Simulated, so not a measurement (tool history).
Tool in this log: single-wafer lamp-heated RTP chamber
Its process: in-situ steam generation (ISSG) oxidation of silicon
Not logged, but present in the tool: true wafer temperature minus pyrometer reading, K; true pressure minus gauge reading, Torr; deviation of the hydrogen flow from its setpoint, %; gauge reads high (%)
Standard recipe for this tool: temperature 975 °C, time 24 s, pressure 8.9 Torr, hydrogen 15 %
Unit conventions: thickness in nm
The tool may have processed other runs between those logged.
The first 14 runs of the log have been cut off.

run,hour,temperature,time,pressure,hydrogen,wafers since the last listed run,wafers since the last pyrometer calibration,hours since the pressure gauge was zeroed,hours since the hydrogen flow controller was replaced,hours since the gauge calibration,"read-back reference wafer on the same gauge, thickness",thickness
15,164.7,975,24,8.9,15,52,715,140.2,3553.6,22,4.056,4.76
16,173.5,994,27,8.1,21,47,762,149,3562.4,30.8,4.059,5.818
17,183.3,975,24,8.9,15,52,815,158.8,3572.2,40.6,4.062,4.715
18,192.2,975,24,8.9,15,47,862,167.7,3581.1,49.5,4.063,4.75
19,199.3,975,24,8.5,17,37,900,174.8,3588.2,56.6,4.059,4.859
# hour 219.3: hydrogen flow controller replaced
20,219.8,969,20,8.9,15,66,967,195.3,0.5,77.1,4.059,4.289
21,230.5,975,24,8.9,15,57,1024,206,11.2,87.8,4.062,4.74
22,238.5,975,24,9.8,15,42,1067,214,19.2,95.8,4.058,4.686

Expected results for the next run?
23,245.1,962,24,8.9,15,35,1102,220.6,25.8,102.4,?,?

Run 23 gave read-back reference wafer on the same gauge, thickness 4.06, thickness 4.54 nm.
On a tool with no hidden condition, and with the same random variation, this run would have come out at thickness 4.54 nm.
